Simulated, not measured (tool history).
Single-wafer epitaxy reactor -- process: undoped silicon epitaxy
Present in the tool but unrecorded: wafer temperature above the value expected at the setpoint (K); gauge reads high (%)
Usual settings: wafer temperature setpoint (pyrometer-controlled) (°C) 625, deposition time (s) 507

run	hour	wafer temperature setpoint (pyrometer-controlled) (°C)	deposition time (s)	wafers since the last listed run	hours since the last pyrometer calibration	hours since the gauge calibration	read-back reference wafer on the same gauge, thickness_nm	mean film thickness on the monitor wafer (nm)
1	0.0	629	547	0	560.2	706.6	51.876	51.640
2	91.9	629	547	461	652.1	798.5	51.849	51.002
3	134.1	625	507	211	694.3	840.7	51.830	42.928
4	172.6	616	507	193	732.8	879.2	51.775	33.703
5	221.2	616	507	243	781.4	927.8	51.814	33.696
6	265.7	625	507	223	825.9	972.3	51.751	42.490
7	320.9	625	507	277	881.1	1027.5	51.812	42.760
8	396.6	625	507	379	956.8	1103.2	51.723	42.834
9	464.2	614	572	339	1024.4	1170.8	51.802	35.727
10	531.5	625	507	337	1091.7	1238.1	51.867	42.658
11	593.5	625	507	311	1153.7	1300.1	51.789	42.481
# hour 604.2: pyrometer calibrated
12	684.9	625	507	418	80.7	1391.5	51.757	44.650
13	765.3	625	558	403	161.1	1471.9	51.797	49.058
14	840.6	625	558	377	236.4	1547.2	51.895	48.549
15	890.8	615	536	251	286.6	1597.4	51.834	35.419
16	982.0	615	536	457	377.8	1688.6	51.888	35.567
17	1040.6	615	536	294	436.4	1747.2	51.832	35.225
18	1094.7	625	507	271	490.5	1801.3	51.863	43.575
19	1380.7	625	507	1435	776.5	2087.3	51.687	43.322
# hour 1545.6: pyrometer calibrated
20	1625.8	625	507	1190	80.2	2332.4	51.823	43.979
21	1728.3	625	577	514	182.7	2434.9	51.822	50.082
22	1811.5	618	507	417	265.9	2518.1	51.836	36.091
23	1861.9	615	578	252	316.3	2568.5	51.762	38.082

Run 24 is up next; what results do you expect?
24	1917.1	639	555	277	371.5	2623.7	?	?

read-back reference wafer on the same gauge, thickness_nm: 51.872
mean film thickness on the monitor wafer (nm): 68.189
Were there no unlogged condition in the tool, this run, its random variation unchanged, would have produced mean film thickness on the monitor wafer (nm) 71.004.
